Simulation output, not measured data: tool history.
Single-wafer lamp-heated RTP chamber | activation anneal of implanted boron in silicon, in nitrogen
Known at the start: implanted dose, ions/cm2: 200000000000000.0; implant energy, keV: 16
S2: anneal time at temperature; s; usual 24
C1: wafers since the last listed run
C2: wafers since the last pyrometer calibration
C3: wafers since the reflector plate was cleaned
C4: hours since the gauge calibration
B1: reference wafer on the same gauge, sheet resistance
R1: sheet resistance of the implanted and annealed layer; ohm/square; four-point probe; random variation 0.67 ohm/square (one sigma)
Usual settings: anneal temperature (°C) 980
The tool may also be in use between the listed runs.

{"run": 1, "hour": 0.0, "anneal temperature (°C)": 998, "S2": 29, "C1": 0, "C2": 5892, "C3": 8847, "C4": 119.5, "B1": 392.03, "R1": 430.94}
{"run": 2, "hour": 6.4, "anneal temperature (°C)": 998, "S2": 29, "C1": 88, "C2": 5981, "C3": 8936, "C4": 125.9, "B1": 392.14, "R1": 432.25}
{"run": 3, "hour": 18.1, "anneal temperature (°C)": 998, "S2": 29, "C1": 161, "C2": 6143, "C3": 9097, "C4": 137.6, "B1": 392.0, "R1": 431.88}
{"run": 4, "hour": 26.5, "anneal temperature (°C)": 980, "S2": 24, "C1": 116, "C2": 6259, "C3": 9213, "C4": 146.0, "B1": 392.2, "R1": 435.12}
{"run": 5, "hour": 40.8, "anneal temperature (°C)": 980, "S2": 24, "C1": 197, "C2": 6456, "C3": 9411, "C4": 160.3, "B1": 391.92, "R1": 434.83}
{"run": 6, "hour": 56.9, "anneal temperature (°C)": 980, "S2": 24, "C1": 222, "C2": 6679, "C3": 9634, "C4": 176.4, "B1": 391.98, "R1": 434.45}
{"run": 7, "hour": 66.6, "anneal temperature (°C)": 980, "S2": 24, "C1": 134, "C2": 6813, "C3": 9768, "C4": 186.1, "B1": 391.96, "R1": 434.28}
{"run": 8, "hour": 75.4, "anneal temperature (°C)": 980, "S2": 24, "C1": 121, "C2": 6935, "C3": 9889, "C4": 194.9, "B1": 391.93, "R1": 434.42}
{"run": 9, "hour": 91.2, "anneal temperature (°C)": 980, "S2": 30, "C1": 218, "C2": 7153, "C3": 10108, "C4": 210.7, "B1": 391.96, "R1": 434.44}
{"run": 10, "hour": 99.0, "anneal temperature (°C)": 980, "S2": 30, "C1": 107, "C2": 7261, "C3": 10216, "C4": 218.5, "B1": 392.11, "R1": 433.34}
{"run": 11, "hour": 115.7, "anneal temperature (°C)": 980, "S2": 30, "C1": 230, "C2": 7492, "C3": 10447, "C4": 235.2, "B1": 392.12, "R1": 432.81}
{"run": 12, "hour": 129.3, "anneal temperature (°C)": 980, "S2": 24, "C1": 188, "C2": 7680, "C3": 10635, "C4": 248.8, "B1": 391.87, "R1": 433.58}
{"run": 13, "hour": 147.1, "anneal temperature (°C)": 980, "S2": 28, "C1": 246, "C2": 7926, "C3": 10881, "C4": 266.6, "B1": 391.99, "R1": 433.87}
{"hour": 160.4, "done": "pyrometer window cleaned and pyrometer calibrated"}
{"run": 14, "hour": 162.8, "anneal temperature (°C)": 980, "S2": 24, "C1": 106, "C2": 33, "C3": 10987, "C4": 282.3, "B1": 391.92, "R1": 440.54}
{"run": 15, "hour": 172.6, "anneal temperature (°C)": 980, "S2": 24, "C1": 135, "C2": 168, "C3": 11122, "C4": 292.1, "B1": 392.07, "R1": 438.86}
{"run": 16, "hour": 188.0, "anneal temperature (°C)": 980, "S2": 24, "C1": 212, "C2": 381, "C3": 11335, "C4": 307.5, "B1": 392.02, "R1": 438.29}
{"run": 17, "hour": 203.9, "anneal temperature (°C)": 980, "S2": 24, "C1": 219, "C2": 601, "C3": 11555, "C4": 323.4, "B1": 391.74, "R1": 438.03}
{"run": 18, "hour": 215.6, "anneal temperature (°C)": 980, "S2": 24, "C1": 161, "C2": 763, "C3": 11717, "C4": 335.1, "B1": 391.82, "R1": 438.85}
{"run": 19, "hour": 231.4, "anneal temperature (°C)": 980, "S2": 24, "C1": 218, "C2": 981, "C3": 11935, "C4": 350.9, "B1": 392.05, "R1": 438.66}
{"run": 20, "hour": 241.8, "anneal temperature (°C)": 980, "S2": 24, "C1": 143, "C2": 1125, "C3": 12079, "C4": 361.3, "B1": 392.05, "R1": 437.91}
{"run": 21, "hour": 254.3, "anneal temperature (°C)": 969, "S2": 24, "C1": 172, "C2": 1298, "C3": 12252, "C4": 373.8, "B1": 391.91, "R1": 444.76}
{"run": 22, "hour": 263.9, "anneal temperature (°C)": 951, "S2": 38, "C1": 132, "C2": 1431, "C3": 12385, "C4": 383.4, "B1": 392.16, "R1": 461.27}
{"run": 23, "hour": 281.7, "anneal temperature (°C)": 980, "S2": 11, "C1": 246, "C2": 1677, "C3": 12631, "C4": 401.2, "B1": 391.99, "R1": 441.98}
{"hour": 301.3, "done": "reflector plate cleaned"}
{"run": 24, "hour": 301.8, "anneal temperature (°C)": 980, "S2": 24, "C1": 167, "C2": 1844, "C3": 6, "C4": 421.3, "B1": 392.11, "R1": 441.43}
{"run": 25, "hour": 302.8, "anneal temperature (°C)": 980, "S2": 24, "C1": 13, "C2": 1858, "C3": 20, "C4": 422.3, "B1": 392.15, "R1": 441.01}
{"run": 26, "hour": 314.1, "anneal temperature (°C)": 980, "S2": 24, "C1": 156, "C2": 2014, "C3": 176, "C4": 433.6, "B1": 392.15, "R1": 441.27}
{"run": 27, "hour": 324.7, "anneal temperature (°C)": 1008, "S2": 24, "C1": 146, "C2": 2160, "C3": 322, "C4": 444.2, "B1": 391.9, "R1": 432.18}
{"run": 28, "hour": 333.3, "anneal temperature (°C)": 980, "S2": 24, "C1": 118, "C2": 2279, "C3": 441, "C4": 452.8, "B1": 391.94, "R1": 440.93}
{"run": 29, "hour": 339.9, "anneal temperature (°C)": 1005, "S2": 12, "C1": 91, "C2": 2371, "C3": 533, "C4": 459.4, "B1": 392.04, "R1": 433.72}
{"run": 30, "hour": 346.0, "anneal temperature (°C)": 965, "S2": 24, "C1": 84, "C2": 2455, "C3": 617, "C4": 465.5, "B1": 392.09, "R1": 453.73}
{"hour": 354.8, "done": "gauge calibrated"}
{"run": 31, "hour": 363.9, "anneal temperature (°C)": 1000, "S2": 35, "C1": 247, "C2": 2702, "C3": 864, "C4": 9.1, "B1": 392.02, "R1": 432.02}
{"run": 32, "hour": 372.8, "anneal temperature (°C)": 990, "S2": 12, "C1": 123, "C2": 2825, "C3": 987, "C4": 18.0, "B1": 391.95, "R1": 438.96}
{"run": 33, "hour": 381.6, "anneal temperature (°C)": 980, "S2": 24, "C1": 121, "C2": 2947, "C3": 1109, "C4": 26.8, "B1": 391.8, "R1": 440.74}
{"run": 34, "hour": 405.9, "anneal temperature (°C)": 988, "S2": 12, "C1": 335, "C2": 3283, "C3": 1445, "C4": 51.1, "B1": 391.99, "R1": 439.43}
{"run": 35, "hour": 456.9, "anneal temperature (°C)": 980, "S2": 11, "C1": 705, "C2": 3988, "C3": 2150, "C4": 102.1, "B1": 391.96, "R1": 443.6}
{"run": 36, "hour": 474.4, "anneal temperature (°C)": 1002, "S2": 20, "C1": 241, "C2": 4230, "C3": 2392, "C4": 119.6, "B1": 391.89, "R1": 432.54}
{"run": 37, "hour": 484.1, "anneal temperature (°C)": 980, "S2": 29, "C1": 134, "C2": 4364, "C3": 2526, "C4": 129.3, "B1": 391.89, "R1": 437.93}
{"run": 38, "hour": 499.2, "anneal temperature (°C)": 980, "S2": 24, "C1": 208, "C2": 4573, "C3": 2735, "C4": 144.4, "B1": 391.98, "R1": 439.08}

Some steps in R1 between neighbouring runs. How much of each would the tool show without its hidden state too (settings, what came in, random variation), and how much is left for the hidden state, with any gauge scatter that isn't in both results?
The hidden state here: true wafer temperature minus pyrometer reading, K; wafer temperature error from the tarnished reflector plate, K; gauge reads high (%).
Run 21 -> 22: anneal temperature (°C) 969 -> 951, S2 24 -> 38. R1 +16.51 ohm/square: hidden state -10.54, all else +27.05.
Run 22 -> 23: anneal temperature (°C) 951 -> 980, S2 38 -> 11. R1 -19.29 ohm/square: hidden state +12.68, all else -31.97.
Run 29 -> 30: anneal temperature (°C) 1005 -> 965, S2 12 -> 24. R1 +20.01 ohm/square: hidden state -6.19, all else +26.20.
Run 30 -> 31: anneal temperature (°C) 965 -> 1000, S2 24 -> 35, gauge calibrated. R1 -21.71 ohm/square: hidden state +6.22, all else -27.93.
